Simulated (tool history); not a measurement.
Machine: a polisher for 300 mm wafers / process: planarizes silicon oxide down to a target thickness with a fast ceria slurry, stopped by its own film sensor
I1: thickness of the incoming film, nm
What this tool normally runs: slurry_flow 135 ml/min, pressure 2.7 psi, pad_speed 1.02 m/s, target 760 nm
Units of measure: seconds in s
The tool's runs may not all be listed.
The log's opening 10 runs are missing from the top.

run 11 hour=710.5 | slurry_flow=135 pressure=2.7 pad_speed=1.02 target=760 | I1=1617.4 | seconds=53.7
run 12 hour=799.3 | slurry_flow=135 pressure=2.7 pad_speed=1.02 target=760 | I1=1661.2 | seconds=55.4
-- hour=839.8 worn pad replaced by a new one
run 13 hour=840.2 | slurry_flow=135 pressure=2.7 pad_speed=1.02 target=760 | I1=1669.8 | seconds=55.7
run 14 hour=907.1 | slurry_flow=90 pressure=3.5 pad_speed=1.28 target=760 | I1=1652.4 | seconds=39.6
-- hour=1003.9 slurry nozzle cleaned
run 15 hour=1008.5 | slurry_flow=135 pressure=2.7 pad_speed=0.86 target=760 | I1=1606.9 | seconds=59.9
run 16 hour=1061.2 | slurry_flow=135 pressure=3.1 pad_speed=0.82 target=839 | I1=1658.8 | seconds=55.9
-- hour=1100.7 head pressure recalibrated
run 17 hour=1106.6 | slurry_flow=135 pressure=2.7 pad_speed=1.02 target=760 | I1=1649.9 | seconds=55.0
run 18 hour=1210.0 | slurry_flow=135 pressure=2.7 pad_speed=1.02 target=760 | I1=1647.1 | seconds=54.8
run 19 hour=1299.0 | slurry_flow=135 pressure=2.7 pad_speed=1.02 target=760 | I1=1632.6 | seconds=54.2
run 20 hour=1341.9 | slurry_flow=125 pressure=2.7 pad_speed=0.70 target=886 | I1=1625.7 | seconds=66.9
run 21 hour=1447.2 | slurry_flow=135 pressure=2.7 pad_speed=1.02 target=876 | I1=1634.1 | seconds=47.7
run 22 hour=1504.6 | slurry_flow=135 pressure=2.7 pad_speed=1.02 target=760 | I1=1661.6 | seconds=58.1
-- hour=1526.1 worn pad replaced by a new one
run 23 hour=1599.6 | slurry_flow=135 pressure=3.4 pad_speed=1.02 target=875 | I1=1655.2 | seconds=38.2
-- hour=1623.3 slurry nozzle cleaned
run 24 hour=1667.0 | slurry_flow=135 pressure=2.7 pad_speed=1.34 target=760 | I1=1633.1 | seconds=40.9
run 25 hour=1714.8 | slurry_flow=135 pressure=2.7 pad_speed=1.02 target=760 | I1=1634.5 | seconds=51.6
run 26 hour=1752.0 | slurry_flow=135 pressure=2.7 pad_speed=1.02 target=760 | I1=1610.9 | seconds=52.7
-- hour=1784.4 head pressure recalibrated
run 27 hour=1914.1 | slurry_flow=135 pressure=2.7 pad_speed=1.02 target=760 | I1=1613.0 | seconds=52.7
run 28 hour=1995.9 | slurry_flow=150 pressure=1.9 pad_speed=0.78 target=975 | I1=1658.3 | seconds=72.4
run 29 hour=2080.6 | slurry_flow=135 pressure=2.4 pad_speed=1.02 target=760 | I1=1635.2 | seconds=61.7
run 30 hour=2126.5 | slurry_flow=135 pressure=2.7 pad_speed=1.02 target=760 | I1=1609.2 | seconds=54.5
-- hour=2155.2 worn pad replaced by a new one
run 31 hour=2193.8 | slurry_flow=135 pressure=2.7 pad_speed=1.02 target=1046 | I1=1630.0 | seconds=35.0
-- hour=2205.3 slurry nozzle cleaned
run 32 hour=2262.9 | slurry_flow=135 pressure=2.7 pad_speed=0.86 target=538 | I1=1647.3 | seconds=80.0
run 33 hour=2303.5 | slurry_flow=135 pressure=2.0 pad_speed=1.02 target=760 | I1=1612.9 | seconds=67.5

What does the tool deliver on the next run?
run 34 hour=2372.5 | slurry_flow=120 pressure=3.4 pad_speed=1.02 target=760 | I1=1635.2 | seconds=?

{"run 34": {"seconds": 46.0}}
Were there no unlogged condition in the tool, this run, its random variation unchanged, would have produced seconds 44.9 s.

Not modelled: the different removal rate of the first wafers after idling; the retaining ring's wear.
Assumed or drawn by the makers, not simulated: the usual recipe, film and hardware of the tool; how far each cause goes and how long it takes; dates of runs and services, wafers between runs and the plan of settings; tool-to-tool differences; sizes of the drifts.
